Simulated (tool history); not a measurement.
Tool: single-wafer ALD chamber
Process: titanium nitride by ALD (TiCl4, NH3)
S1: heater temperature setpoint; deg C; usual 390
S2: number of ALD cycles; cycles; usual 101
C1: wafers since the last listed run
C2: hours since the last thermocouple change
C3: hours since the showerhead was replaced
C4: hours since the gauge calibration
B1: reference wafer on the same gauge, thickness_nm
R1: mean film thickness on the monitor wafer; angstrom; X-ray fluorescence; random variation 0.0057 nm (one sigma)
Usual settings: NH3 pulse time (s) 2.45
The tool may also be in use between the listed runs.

run 1 day=0.000 | S1=390 S2=101 NH3_pulse_time_(s)=2.78 | C1=0 C2=127.8 C3=5647.1 C4=397.7 | B1=2.609 | R1=22.94
run 2 day=1.242 | S1=390 S2=101 NH3_pulse_time_(s)=2.78 | C1=99 C2=157.6 C3=5676.9 C4=427.5 | B1=2.611 | R1=22.97
run 3 day=7.192 | S1=390 S2=101 NH3_pulse_time_(s)=2.45 | C1=475 C2=300.4 C3=5819.7 C4=570.3 | B1=2.610 | R1=22.72
run 4 day=9.650 | S1=379 S2=101 NH3_pulse_time_(s)=2.45 | C1=196 C2=359.4 C3=5878.7 C4=629.3 | B1=2.610 | R1=22.65
run 5 day=11.542 | S1=379 S2=101 NH3_pulse_time_(s)=2.45 | C1=151 C2=404.8 C3=5924.1 C4=674.7 | B1=2.613 | R1=22.53
run 6 day=13.983 | S1=379 S2=101 NH3_pulse_time_(s)=2.45 | C1=195 C2=463.4 C3=5982.7 C4=733.3 | B1=2.609 | R1=22.56
run 7 day=16.254 | S1=390 S2=101 NH3_pulse_time_(s)=2.45 | C1=181 C2=517.9 C3=6037.2 C4=787.8 | B1=2.611 | R1=22.80
-- day=17.025 gauge calibrated
run 8 day=18.904 | S1=390 S2=101 NH3_pulse_time_(s)=2.45 | C1=211 C2=581.5 C3=6100.8 C4=45.1 | B1=2.611 | R1=22.73
run 9 day=19.979 | S1=390 S2=101 NH3_pulse_time_(s)=2.45 | C1=85 C2=607.3 C3=6126.6 C4=70.9 | B1=2.610 | R1=22.62
run 10 day=21.367 | S1=390 S2=101 NH3_pulse_time_(s)=2.45 | C1=110 C2=640.6 C3=6159.9 C4=104.2 | B1=2.612 | R1=22.74
run 11 day=23.071 | S1=390 S2=101 NH3_pulse_time_(s)=2.45 | C1=136 C2=681.5 C3=6200.8 C4=145.1 | B1=2.611 | R1=22.68
run 12 day=25.962 | S1=390 S2=101 NH3_pulse_time_(s)=2.45 | C1=230 C2=750.9 C3=6270.2 C4=214.5 | B1=2.609 | R1=22.67
run 13 day=27.288 | S1=390 S2=101 NH3_pulse_time_(s)=2.45 | C1=105 C2=782.7 C3=6302.0 C4=246.3 | B1=2.608 | R1=22.80
run 14 day=29.017 | S1=402 S2=106 NH3_pulse_time_(s)=2.45 | C1=138 C2=824.2 C3=6343.5 C4=287.8 | B1=2.607 | R1=24.14
run 15 day=30.108 | S1=399 S2=101 NH3_pulse_time_(s)=1.77 | C1=87 C2=850.4 C3=6369.7 C4=314.0 | B1=2.613 | R1=22.12
run 16 day=32.158 | S1=390 S2=101 NH3_pulse_time_(s)=2.45 | C1=163 C2=899.6 C3=6418.9 C4=363.2 | B1=2.608 | R1=22.77
run 17 day=33.717 | S1=400 S2=101 NH3_pulse_time_(s)=2.13 | C1=124 C2=937.0 C3=6456.3 C4=400.6 | B1=2.610 | R1=22.65
run 18 day=36.312 | S1=383 S2=101 NH3_pulse_time_(s)=3.05 | C1=207 C2=999.3 C3=6518.6 C4=462.9 | B1=2.613 | R1=22.96
run 19 day=38.812 | S1=383 S2=120 NH3_pulse_time_(s)=1.74 | C1=199 C2=1059.3 C3=6578.6 C4=522.9 | B1=2.614 | R1=25.91
-- day=42.292 showerhead replaced
-- day=43.583 thermocouple changed; heater temperature recalibrated
run 20 day=43.938 | S1=379 S2=114 NH3_pulse_time_(s)=2.45 | C1=356 C2=8.5 C3=39.5 C4=645.9 | B1=2.613 | R1=25.37
run 21 day=46.925 | S1=399 S2=101 NH3_pulse_time_(s)=1.77 | C1=238 C2=80.2 C3=111.2 C4=717.6 | B1=2.611 | R1=22.26
run 22 day=48.204 | S1=382 S2=109 NH3_pulse_time_(s)=2.18 | C1=102 C2=110.9 C3=141.9 C4=748.3 | B1=2.610 | R1=24.24
run 23 day=49.317 | S1=390 S2=101 NH3_pulse_time_(s)=2.45 | C1=88 C2=137.6 C3=168.6 C4=775.0 | B1=2.613 | R1=22.72
-- day=51.862 gauge calibrated
run 24 day=51.992 | S1=390 S2=81 NH3_pulse_time_(s)=3.14 | C1=213 C2=201.8 C3=232.8 C4=3.1 | B1=2.611 | R1=18.41
run 25 day=53.046 | S1=402 S2=89 NH3_pulse_time_(s)=1.69 | C1=84 C2=227.1 C3=258.1 C4=28.4 | B1=2.611 | R1=19.54
run 26 day=55.354 | S1=390 S2=101 NH3_pulse_time_(s)=2.45 | C1=184 C2=282.5 C3=313.5 C4=83.8 | B1=2.608 | R1=22.65

Forecast each of these 3 alternatives for the next run:
run A day=55.379 | S1=390 S2=101 NH3_pulse_time_(s)=2.45 | C1=1 C2=283.1 C3=314.1 C4=84.4 | B1=? | R1=?
run B day=55.379 | S1=390 S2=106 NH3_pulse_time_(s)=3.03 | C1=1 C2=283.1 C3=314.1 C4=84.4 | B1=? | R1=?
run C day=55.379 | S1=398 S2=82 NH3_pulse_time_(s)=3.42 | C1=1 C2=283.1 C3=314.1 C4=84.4 | B1=? | R1=?

run=A B1=2.608 R1=22.71
run=B B1=2.608 R1=24.15
run=C B1=2.608 R1=18.85
Without the tool's hidden state the same runs would have given:
run=A R1=22.71
run=B R1=24.15
run=C R1=18.85

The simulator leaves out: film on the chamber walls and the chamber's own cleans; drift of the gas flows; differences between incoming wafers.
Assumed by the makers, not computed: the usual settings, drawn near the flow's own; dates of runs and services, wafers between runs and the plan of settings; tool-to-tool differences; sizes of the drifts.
